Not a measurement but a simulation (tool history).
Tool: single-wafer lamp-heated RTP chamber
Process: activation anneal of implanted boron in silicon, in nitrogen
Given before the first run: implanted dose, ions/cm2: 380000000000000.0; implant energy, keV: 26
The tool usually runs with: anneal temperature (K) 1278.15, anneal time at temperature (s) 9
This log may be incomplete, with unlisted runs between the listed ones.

| run | day | anneal temperature (K) | anneal time at temperature (s) | read-back reference wafer on the same gauge, sheet resistance | sheet resistance of the implanted and annealed layer (ohm/square) |
|---|---|---|---|---|---|
| 1 | 0.000 | 1278.15 | 9 | 282.15 | 290.25 |
| 2 | 1.012 | 1278.15 | 9 | 281.97 | 289.68 |
| 3 | 2.242 | 1278.15 | 9 | 281.91 | 289.05 |
| 4 | 3.342 | 1278.15 | 9 | 282.32 | 289.26 |
|  | 4.908 | pyrometer window cleaned and pyrometer calibrated |
| 5 | 4.929 | 1278.15 | 9 | 281.90 | 293.46 |
| 6 | 5.450 | 1278.15 | 9 | 282.07 | 292.63 |
| 7 | 6.021 | 1262.15 | 9 | 282.26 | 300.99 |
| 8 | 7.054 | 1278.15 | 9 | 282.01 | 289.77 |
| 9 | 7.654 | 1278.15 | 9 | 281.94 | 291.24 |
| 10 | 9.108 | 1278.15 | 9 | 281.83 | 290.20 |
| 11 | 10.200 | 1278.15 | 9 | 282.11 | 289.49 |
| 12 | 11.488 | 1278.15 | 9 | 281.97 | 288.01 |
| 13 | 14.642 | 1278.15 | 9 | 281.77 | 289.76 |
|  | 15.121 | reflector plate cleaned |
| 14 | 15.554 | 1278.15 | 9 | 282.12 | 288.64 |
| 15 | 16.058 | 1278.15 | 5 | 281.76 | 290.03 |
| 16 | 16.808 | 1278.15 | 9 | 281.92 | 287.56 |
|  | 17.296 | gauge calibrated |
| 17 | 18.008 | 1297.15 | 11 | 281.82 | 285.20 |
|  | 18.554 | pyrometer window cleaned and pyrometer calibrated |
| 18 | 19.188 | 1303.15 | 9 | 281.93 | 285.06 |
| 19 | 19.833 | 1291.15 | 9 | 281.82 | 288.51 |
| 20 | 21.288 | 1265.15 | 9 | 281.93 | 294.98 |
| 21 | 22.092 | 1278.15 | 9 | 282.12 | 288.81 |
| 22 | 22.621 | 1267.15 | 13 | 281.86 | 292.93 |
| 23 | 23.154 | 1298.15 | 9 | 281.93 | 286.67 |
| 24 | 24.104 | 1289.15 | 5 | 281.56 | 288.12 |
| 25 | 25.583 | 1278.15 | 9 | 282.33 | 289.27 |
| 26 | 26.562 | 1292.15 | 5 | 282.00 | 288.35 |
| 27 | 30.525 | 1287.15 | 12 | 282.01 | 286.30 |
|  | 31.008 | pyrometer window cleaned and pyrometer calibrated |
| 28 | 31.554 | 1278.15 | 9 | 281.78 | 291.35 |
| 29 | 32.304 | 1293.15 | 5 | 281.75 | 288.95 |
| 30 | 33.429 | 1301.15 | 9 | 282.07 | 285.63 |
| 31 | 36.296 | 1303.15 | 12 | 282.07 | 285.90 |

Predict each of these 5 candidate next runs independently; none follows another, all start after run 31:
| A | 36.312 | 1278.15 | 13 | ? | ? |
| B | 36.312 | 1257.15 | 11 | ? | ? |
| C | 36.312 | 1301.15 | 11 | ? | ? |
| D | 36.312 | 1267.15 | 9 | ? | ? |
| E | 36.312 | 1263.15 | 12 | ? | ? |

| run | read-back reference wafer on the same gauge, sheet resistance | sheet resistance of the implanted and annealed layer (ohm/square) |
|---|---|---|
| A | 282.14 | 288.53 |
| B | 282.14 | 299.06 |
| C | 282.14 | 285.26 |
| D | 282.14 | 293.91 |
| E | 282.14 | 294.57 |
Had the tool no hidden state, the same runs would have come out as:
| run | sheet resistance of the implanted and annealed layer (ohm/square) |
|---|---|
| A | 291.57 |
| B | 308.37 |
| C | 286.44 |
| D | 300.04 |
| E | 301.42 |
